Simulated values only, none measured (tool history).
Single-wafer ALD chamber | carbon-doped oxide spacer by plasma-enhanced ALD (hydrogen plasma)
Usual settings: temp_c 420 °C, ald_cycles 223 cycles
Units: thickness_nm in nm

| run | hour | temp_c | ald_cycles | read-back reference wafer on the same gauge, thickness_nm | thickness_nm |
|---|---|---|---|---|---|
| 1 | 0 | 426 | 192 | 11.203 | 8.902 |
| 2 | 53.3 | 426 | 192 | 11.184 | 8.813 |
|  | 94.3 | gauge calibrated |
| 3 | 132.1 | 420 | 223 | 11.192 | 10.469 |
| 4 | 194.5 | 420 | 223 | 11.217 | 10.379 |
| 5 | 232.6 | 420 | 223 | 11.186 | 10.426 |
| 6 | 333.4 | 420 | 223 | 11.199 | 10.471 |
| 7 | 396.6 | 420 | 223 | 11.189 | 10.439 |
| 8 | 483.7 | 420 | 223 | 11.194 | 10.402 |
| 9 | 708.1 | 413 | 223 | 11.184 | 10.618 |
| 10 | 810.5 | 413 | 223 | 11.187 | 10.621 |
| 11 | 878.1 | 430 | 223 | 11.195 | 10.141 |
| 12 | 916.8 | 420 | 238 | 11.204 | 11.053 |
| 13 | 1002.1 | 427 | 199 | 11.196 | 9.129 |
| 14 | 1051.1 | 414 | 188 | 11.188 | 8.881 |
| 15 | 1090.8 | 427 | 199 | 11.179 | 9.088 |
| 16 | 1142.7 | 420 | 223 | 11.188 | 10.413 |
|  | 1169.3 | gauge calibrated |
| 17 | 1231.5 | 424 | 235 | 11.196 | 10.806 |
|  | 1252.3 | thermocouple changed; heater temperature recalibrated |
| 18 | 1486.3 | 420 | 197 | 11.179 | 9.26 |
| 19 | 1560.3 | 420 | 223 | 11.217 | 10.435 |
| 20 | 1600.5 | 420 | 223 | 11.2 | 10.514 |
| 21 | 1681 | 420 | 196 | 11.198 | 9.202 |

The tool's hidden state at each run:
gauge reads high (%): 0 in every run
H1: wafer temperature above the value expected at the setpoint (K)
| run | H1 |
|---|---|
| 1 | 3.4 |
| 2 | 3.82 |
| 3 | 4.35 |
| 4 | 4.71 |
| 5 | 4.91 |
| 6 | 5.37 |
| 7 | 5.6 |
| 8 | 5.88 |
| 9 | 6.4 |
| 10 | 6.56 |
| 11 | 6.65 |
| 12 | 6.7 |
| 13 | 6.79 |
| 14 | 6.83 |
| 15 | 6.86 |
| 16 | 6.9 |
| 17 | 6.95 |
| 18 | 3.33 |
| 19 | 3.89 |
| 20 | 4.16 |
| 21 | 4.64 |
